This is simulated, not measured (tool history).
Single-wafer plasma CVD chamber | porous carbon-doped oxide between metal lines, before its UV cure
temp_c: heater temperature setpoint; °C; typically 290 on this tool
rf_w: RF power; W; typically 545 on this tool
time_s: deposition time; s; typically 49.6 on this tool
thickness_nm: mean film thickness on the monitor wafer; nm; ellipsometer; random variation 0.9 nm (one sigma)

run    hour  temp_c  rf_w  time_s  read-back reference wafer on the same gauge, thickness_nm  thickness_nm
  1     0.0     290   520    49.6                                                    286.365       288.296
  2    86.5     290   520    49.6                                                    285.986       287.636
  3   188.7     290   545    49.6                                                    286.095       292.744
  4   238.8     290   545    49.6                                                    285.931       291.789
  5   324.0     290   545    49.6                                                    285.869       290.816
  6   373.9     290   545    49.6                                                    286.043       291.686
  7   467.6     302   545    49.6                                                    285.952       270.976
  8   540.0     299   545    42.8                                                    285.781       237.121
  9   584.4     304   510    57.5                                                    285.589       302.082
 10   639.0     290   460    49.6                                                    286.053       269.862
 11   765.5     290   455    49.6                                                    286.027       269.576
 12   846.5     290   545    49.6                                                    285.676       307.452
 13   932.9     290   545    49.6                                                    286.244       308.267
 14   990.7     290   505    42.7                                                    285.717       256.534
 15  1071.4     283   545    49.6                                                    286.344       319.258
 16  1141.7     286   470    49.6                                                    285.924       294.688
 17  1203.0     290   545    49.6                                                    285.825       305.671

Removed from this log: 4 entries logged between the listed runs. Between which two listed runs does each belong, and how does the tool's hidden state at the listed run before it compare with that at the listed run after it?
In the gap between runs 7 and 8: showerhead replaced (hour 475.8)
  wafer temperature above the value expected at the setpoint (K): 4.88 -> 5.15; delivered RF power above the setpoint (%): -8.58 -> -8.85
  the result without the hidden state subtracted from the measured one, thickness_nm: -16.667 -> -15.321 nm
In the gap between runs 11 and 12: thermocouple changed; heater temperature recalibrated (hour 780.6); RF generator calibrated (hour 784.4); gauge calibrated (hour 785.8)
  wafer temperature above the value expected at the setpoint (K): 6.03 -> 0.0884; delivered RF power above the setpoint (%): -9.66 -> -0.374
  the result without the hidden state subtracted from the measured one, thickness_nm: -20.377 -> -0.596 nm

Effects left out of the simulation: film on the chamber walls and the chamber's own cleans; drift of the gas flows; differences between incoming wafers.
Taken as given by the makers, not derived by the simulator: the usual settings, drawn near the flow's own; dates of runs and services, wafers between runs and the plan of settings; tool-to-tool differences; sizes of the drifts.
